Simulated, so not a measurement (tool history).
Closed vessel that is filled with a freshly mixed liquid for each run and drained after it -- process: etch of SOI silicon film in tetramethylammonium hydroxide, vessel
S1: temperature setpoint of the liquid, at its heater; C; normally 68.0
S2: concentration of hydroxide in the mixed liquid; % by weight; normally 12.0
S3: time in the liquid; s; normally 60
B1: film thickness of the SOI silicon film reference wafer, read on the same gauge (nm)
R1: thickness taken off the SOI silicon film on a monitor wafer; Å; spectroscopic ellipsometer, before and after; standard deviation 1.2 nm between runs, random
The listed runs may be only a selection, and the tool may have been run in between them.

| run | hour | S1 | S2 | S3 | B1 | R1 |
|---|---|---|---|---|---|---|
| 1 | 0.0 | 71.5 | 12.0 | 60 | 109.99 | 4511.2 |
| 2 | 62.2 | 71.5 | 12.0 | 60 | 110.01 | 4515.9 |
| 3 | 367.5 | 68.0 | 12.0 | 60 | 109.97 | 3719.3 |
| 4 | 465.0 | 68.0 | 13.5 | 60 | 109.98 | 3564.0 |
| 5 | 560.2 | 68.0 | 13.5 | 60 | 110.00 | 3477.2 |
| 6 | 642.3 | 72.0 | 12.0 | 75 | 110.00 | 5767.0 |
| 7 | 704.0 | 72.0 | 12.0 | 75 | 109.99 | 5840.7 |
| 8 | 811.4 | 68.0 | 12.0 | 70 | 110.00 | 4296.8 |
| 9 | 863.4 | 68.0 | 12.0 | 70 | 110.01 | 4322.8 |
| 10 | 922.2 | 68.0 | 12.0 | 70 | 110.01 | 4355.1 |
| 11 | 1012.9 | 68.0 | 14.5 | 60 | 110.03 | 3416.0 |
| 12 | 1089.8 | 74.0 | 12.0 | 60 | 110.03 | 5324.9 |
| 13 | 1195.8 | 68.0 | 12.0 | 80 | 110.00 | 4891.3 |
| 14 | 1281.3 | 68.0 | 9.5 | 60 | 109.97 | 4015.4 |
| 15 | 1333.5 | 64.5 | 12.0 | 90 | 110.02 | 4485.8 |
| 16 | 1433.9 | 73.5 | 11.0 | 75 | 109.97 | 6628.6 |
| 17 | 1475.4 | 64.5 | 12.0 | 90 | 109.96 | 4546.6 |
| 18 | 1563.0 | 68.0 | 12.0 | 50 | 110.01 | 3117.5 |
| 19 | 1859.5 | 68.0 | 15.5 | 60 | 110.01 | 3341.9 |
| 20 | 1912.0 | 74.5 | 14.0 | 85 | 110.02 | 7276.3 |
| 21 | 1975.6 | 75.5 | 12.0 | 45 | 109.96 | 4240.4 |
| 22 | 2057.9 | 68.0 | 12.0 | 30 | 110.03 | 1837.9 |
| 23 | 2143.5 | 68.0 | 12.0 | 50 | 110.01 | 3091.0 |
| 24 | 2220.8 | 62.5 | 12.0 | 35 | 110.01 | 1549.7 |
| 25 | 2269.8 | 68.0 | 12.0 | 60 | 110.01 | 3720.5 |
| 26 | 2375.9 | 68.0 | 12.0 | 70 | 109.99 | 4346.2 |
| 27 | 2436.8 | 68.0 | 12.0 | 85 | 109.98 | 5279.0 |
| 28 | 2528.3 | 62.0 | 12.0 | 80 | 110.04 | 3518.3 |
| 29 | 2594.3 | 68.0 | 15.0 | 35 | 110.01 | 1980.5 |
| 30 | 2694.2 | 68.0 | 12.0 | 60 | 110.02 | 3663.6 |
| 31 | 2799.6 | 62.5 | 13.0 | 60 | 109.99 | 2551.3 |
| 32 | 2903.2 | 63.5 | 12.0 | 30 | 109.98 | 1411.4 |

Not shown here: 6 entries made in the log between runs. Locate each between two listed runs and compare the hidden state at the listed run before it with the hidden state at the listed run after it:
Run 4 -> run 5: thermometer replaced (hour 553.5)
  liquid hotter than its thermometer reads (K): 0.415 -> 0.021
  measured result minus the result with no hidden state, R1: +85.6 -> +4.1 Å
Run 7 -> run 8: gauge calibrated (hour 792.9)
  liquid hotter than its thermometer reads (K): 0.13 -> 0.212
  measured result minus the result with no hidden state, R1: +43.8 -> +53.2 Å
Run 9 -> run 10: hydroxide flow meter replaced (hour 890.9)
  liquid hotter than its thermometer reads (K): 0.251 -> 0.296
  measured result minus the result with no hidden state, R1: +63.7 -> +76.8 Å
Run 12 -> run 13: thermometer replaced (hour 1161.2)
  liquid hotter than its thermometer reads (K): 0.423 -> 0.0426
  measured result minus the result with no hidden state, R1: +126.6 -> +11.6 Å
Run 20 -> run 21: thermometer replaced (hour 1944.8)
  liquid hotter than its thermometer reads (K): 0.587 -> 0.0576
  measured result minus the result with no hidden state, R1: +241.0 -> +14.4 Å
Run 29 -> run 30: thermometer replaced (hour 2628.4)
  liquid hotter than its thermometer reads (K): 0.528 -> 0.0644
  measured result minus the result with no hidden state, R1: +61.3 -> +13.0 Å
